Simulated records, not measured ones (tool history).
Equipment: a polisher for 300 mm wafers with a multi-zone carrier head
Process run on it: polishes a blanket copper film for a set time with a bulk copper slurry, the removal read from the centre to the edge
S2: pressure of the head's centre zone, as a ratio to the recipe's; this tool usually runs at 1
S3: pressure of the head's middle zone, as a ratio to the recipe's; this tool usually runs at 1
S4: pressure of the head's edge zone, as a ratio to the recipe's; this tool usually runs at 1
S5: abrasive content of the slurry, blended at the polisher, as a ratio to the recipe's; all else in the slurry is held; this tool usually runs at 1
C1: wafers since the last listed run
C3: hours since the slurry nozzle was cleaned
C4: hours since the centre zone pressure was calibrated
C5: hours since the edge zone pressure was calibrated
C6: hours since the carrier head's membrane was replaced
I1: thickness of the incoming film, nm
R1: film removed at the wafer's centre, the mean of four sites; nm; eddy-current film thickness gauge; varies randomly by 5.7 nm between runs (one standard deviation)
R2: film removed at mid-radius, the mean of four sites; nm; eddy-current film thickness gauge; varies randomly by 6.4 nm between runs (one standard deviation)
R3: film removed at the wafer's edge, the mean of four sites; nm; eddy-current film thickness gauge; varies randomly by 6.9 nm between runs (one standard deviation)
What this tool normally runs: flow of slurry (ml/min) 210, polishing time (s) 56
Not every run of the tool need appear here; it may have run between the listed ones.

{"run": 1, "day": 0.0, "flow of slurry (ml/min)": 210, "S2": 1, "S3": 1, "S4": 1, "S5": 1, "polishing time (s)": 50, "C1": 0, "wafers polished on this pad": 2529, "C3": 223.8, "C4": 105.9, "C5": 283.8, "C6": 519.9, "I1": 3760.9, "R1": 686.3, "R2": 690.7, "R3": 684.1}
{"run": 2, "day": 1.521, "flow of slurry (ml/min)": 150, "S2": 1, "S3": 1.05, "S4": 1, "S5": 1, "polishing time (s)": 56, "C1": 342, "wafers polished on this pad": 2872, "C3": 260.3, "C4": 142.4, "C5": 320.3, "C6": 556.4, "I1": 3728.4, "R1": 714.1, "R2": 745.7, "R3": 731.8}
{"run": 3, "day": 4.408, "flow of slurry (ml/min)": 210, "S2": 0.97, "S3": 1, "S4": 1, "S5": 0.7, "polishing time (s)": 71, "C1": 650, "wafers polished on this pad": 3522, "C3": 329.6, "C4": 211.7, "C5": 389.6, "C6": 625.7, "I1": 3738.7, "R1": 864.9, "R2": 897.6, "R3": 908.4}
{"day": 6.046, "done": "worn pad replaced by a new one"}
{"run": 4, "day": 6.796, "flow of slurry (ml/min)": 210, "S2": 1, "S3": 1, "S4": 0.96, "S5": 1.15, "polishing time (s)": 64, "C1": 500, "wafers polished on this pad": 169, "C3": 386.9, "C4": 269, "C5": 446.9, "C6": 683, "I1": 3757.8, "R1": 880.1, "R2": 912.1, "R3": 888.7}
{"run": 5, "day": 8.242, "flow of slurry (ml/min)": 210, "S2": 0.92, "S3": 1, "S4": 1, "S5": 0.85, "polishing time (s)": 37, "C1": 325, "wafers polished on this pad": 494, "C3": 421.6, "C4": 303.7, "C5": 481.6, "C6": 717.7, "I1": 3723.6, "R1": 438.6, "R2": 490.5, "R3": 493.7}
{"run": 6, "day": 9.4, "flow of slurry (ml/min)": 210, "S2": 1, "S3": 1, "S4": 1, "S5": 1, "polishing time (s)": 56, "C1": 260, "wafers polished on this pad": 755, "C3": 449.4, "C4": 331.5, "C5": 509.4, "C6": 745.5, "I1": 3718.9, "R1": 736.4, "R2": 767.1, "R3": 772.2}
{"day": 10.0, "done": "slurry nozzle cleaned"}
{"day": 10.158, "done": "edge zone pressure recalibrated"}
{"run": 7, "day": 10.854, "flow of slurry (ml/min)": 210, "S2": 1, "S3": 1, "S4": 1, "S5": 1, "polishing time (s)": 56, "C1": 299, "wafers polished on this pad": 1055, "C3": 20.5, "C4": 366.4, "C5": 16.7, "C6": 780.4, "I1": 3747.4, "R1": 745.4, "R2": 776.1, "R3": 773.8}
{"run": 8, "day": 12.933, "flow of slurry (ml/min)": 265, "S2": 1, "S3": 1, "S4": 1.06, "S5": 0.85, "polishing time (s)": 56, "C1": 468, "wafers polished on this pad": 1523, "C3": 70.4, "C4": 416.3, "C5": 66.6, "C6": 830.3, "I1": 3755.8, "R1": 728.6, "R2": 771.4, "R3": 797.8}
{"run": 9, "day": 14.133, "flow of slurry (ml/min)": 210, "S2": 1, "S3": 1.05, "S4": 1, "S5": 1, "polishing time (s)": 56, "C1": 270, "wafers polished on this pad": 1793, "C3": 99.2, "C4": 445.1, "C5": 95.4, "C6": 859.1, "I1": 3780, "R1": 728.2, "R2": 793.3, "R3": 778.4}
{"day": 14.679, "done": "centre zone pressure recalibrated"}
{"run": 10, "day": 15.375, "flow of slurry (ml/min)": 210, "S2": 1, "S3": 1, "S4": 1, "S5": 1, "polishing time (s)": 56, "C1": 260, "wafers polished on this pad": 2054, "C3": 129, "C4": 16.7, "C5": 125.2, "C6": 888.9, "I1": 3738.4, "R1": 780.2, "R2": 771.1, "R3": 785.8}
{"run": 11, "day": 16.608, "flow of slurry (ml/min)": 240, "S2": 0.89, "S3": 1, "S4": 1, "S5": 1, "polishing time (s)": 56, "C1": 277, "wafers polished on this pad": 2332, "C3": 158.6, "C4": 46.3, "C5": 154.8, "C6": 918.5, "I1": 3733.5, "R1": 725, "R2": 781.8, "R3": 786.9}
{"run": 12, "day": 19.462, "flow of slurry (ml/min)": 210, "S2": 1, "S3": 1.04, "S4": 1.07, "S5": 1, "polishing time (s)": 67, "C1": 642, "wafers polished on this pad": 2975, "C3": 227.1, "C4": 114.8, "C5": 223.3, "C6": 987, "I1": 3780.7, "R1": 919.3, "R2": 958.2, "R3": 951.8}
{"run": 13, "day": 21.167, "flow of slurry (ml/min)": 210, "S2": 0.92, "S3": 1, "S4": 1, "S5": 0.85, "polishing time (s)": 37, "C1": 383, "wafers polished on this pad": 3359, "C3": 268, "C4": 155.7, "C5": 264.2, "C6": 1027.9, "I1": 3737.1, "R1": 455.7, "R2": 488.2, "R3": 494.2}
{"run": 14, "day": 22.267, "flow of slurry (ml/min)": 210, "S2": 0.97, "S3": 1, "S4": 1, "S5": 0.7, "polishing time (s)": 71, "C1": 247, "wafers polished on this pad": 3607, "C3": 294.4, "C4": 182.1, "C5": 290.6, "C6": 1054.3, "I1": 3767.1, "R1": 877, "R2": 915.4, "R3": 917.3}
{"day": 23.492, "done": "worn pad replaced by a new one"}
{"run": 15, "day": 24.892, "flow of slurry (ml/min)": 210, "S2": 1, "S3": 0.91, "S4": 1, "S5": 1.15, "polishing time (s)": 56, "C1": 553, "wafers polished on this pad": 315, "C3": 357.4, "C4": 245.1, "C5": 353.6, "C6": 1117.3, "I1": 3689.3, "R1": 781.5, "R2": 733.1, "R3": 799}
{"run": 16, "day": 26.979, "flow of slurry (ml/min)": 140, "S2": 1, "S3": 0.91, "S4": 0.95, "S5": 1, "polishing time (s)": 39, "C1": 470, "wafers polished on this pad": 786, "C3": 407.5, "C4": 295.2, "C5": 403.7, "C6": 1167.4, "I1": 3729.7, "R1": 479.1, "R2": 458.6, "R3": 507}
{"run": 17, "day": 28.754, "flow of slurry (ml/min)": 160, "S2": 1, "S3": 1, "S4": 1, "S5": 0.9, "polishing time (s)": 56, "C1": 399, "wafers polished on this pad": 1185, "C3": 450.1, "C4": 337.8, "C5": 446.3, "C6": 1210, "I1": 3744.3, "R1": 684.1, "R2": 716.1, "R3": 729.3}
{"day": 30.404, "done": "edge zone pressure recalibrated"}
{"day": 30.796, "done": "slurry nozzle cleaned"}
{"run": 18, "day": 31.262, "flow of slurry (ml/min)": 190, "S2": 1.12, "S3": 1.07, "S4": 1, "S5": 0.7, "polishing time (s)": 56, "C1": 536, "wafers polished on this pad": 1722, "C3": 11.2, "C4": 398, "C5": 20.6, "C6": 1270.2, "I1": 3745.2, "R1": 747.3, "R2": 740.1, "R3": 708.8}
{"run": 19, "day": 32.588, "flow of slurry (ml/min)": 210, "S2": 1, "S3": 1, "S4": 1, "S5": 1, "polishing time (s)": 56, "C1": 298, "wafers polished on this pad": 2021, "C3": 43, "C4": 429.8, "C5": 52.4, "C6": 1302, "I1": 3818, "R1": 740.2, "R2": 774.7, "R3": 781.6}
{"run": 20, "day": 34.25, "flow of slurry (ml/min)": 210, "S2": 1, "S3": 0.9, "S4": 1, "S5": 1, "polishing time (s)": 56, "C1": 374, "wafers polished on this pad": 2395, "C3": 82.9, "C4": 469.7, "C5": 92.3, "C6": 1341.9, "I1": 3704.3, "R1": 739, "R2": 712.5, "R3": 789.1}

Each row is a separate what-if for the run after 20, all from the same tool condition, not one after another. Results?
{"run": "A", "day": 34.267, "flow of slurry (ml/min)": 210, "S2": 1, "S3": 1, "S4": 1, "S5": 1, "polishing time (s)": 56, "C1": 3, "wafers polished on this pad": 2399, "C3": 83.3, "C4": 470.1, "C5": 92.7, "C6": 1342.3, "I1": 3736.3, "R1": "?", "R2": "?", "R3": "?"}
{"run": "B", "day": 34.267, "flow of slurry (ml/min)": 210, "S2": 1, "S3": 1, "S4": 1, "S5": 1, "polishing time (s)": 41, "C1": 3, "wafers polished on this pad": 2399, "C3": 83.3, "C4": 470.1, "C5": 92.7, "C6": 1342.3, "I1": 3736.3, "R1": "?", "R2": "?", "R3": "?"}
{"run": "C", "day": 34.267, "flow of slurry (ml/min)": 175, "S2": 1, "S3": 1.04, "S4": 1.07, "S5": 0.8, "polishing time (s)": 56, "C1": 3, "wafers polished on this pad": 2399, "C3": 83.3, "C4": 470.1, "C5": 92.7, "C6": 1342.3, "I1": 3736.3, "R1": "?", "R2": "?", "R3": "?"}
{"run": "D", "day": 34.267, "flow of slurry (ml/min)": 255, "S2": 1, "S3": 1, "S4": 1, "S5": 0.9, "polishing time (s)": 56, "C1": 3, "wafers polished on this pad": 2399, "C3": 83.3, "C4": 470.1, "C5": 92.7, "C6": 1342.3, "I1": 3736.3, "R1": "?", "R2": "?", "R3": "?"}
{"run": "E", "day": 34.267, "flow of slurry (ml/min)": 180, "S2": 1, "S3": 1.09, "S4": 1.05, "S5": 1.15, "polishing time (s)": 56, "C1": 3, "wafers polished on this pad": 2399, "C3": 83.3, "C4": 470.1, "C5": 92.7, "C6": 1342.3, "I1": 3736.3, "R1": "?", "R2": "?", "R3": "?"}

run=A R1=720.6 R2=766.7 R3=777.5
run=B R1=527.6 R2=561.4 R3=569.3
run=C R1=662.9 R2=731.5 R3=747.5
run=D R1=725.1 R2=769.2 R3=774.9
run=E R1=722.9 R2=829.5 R3=805
Without the tool's hidden state the same runs would have given:
run=A R1=764.3 R2=766.5 R3=777.5
run=B R1=559.5 R2=561.2 R3=569.3
run=C R1=703.1 R2=731.3 R3=747.5
run=D R1=768.9 R2=769 R3=774.9
run=E R1=766.7 R2=829.2 R3=805

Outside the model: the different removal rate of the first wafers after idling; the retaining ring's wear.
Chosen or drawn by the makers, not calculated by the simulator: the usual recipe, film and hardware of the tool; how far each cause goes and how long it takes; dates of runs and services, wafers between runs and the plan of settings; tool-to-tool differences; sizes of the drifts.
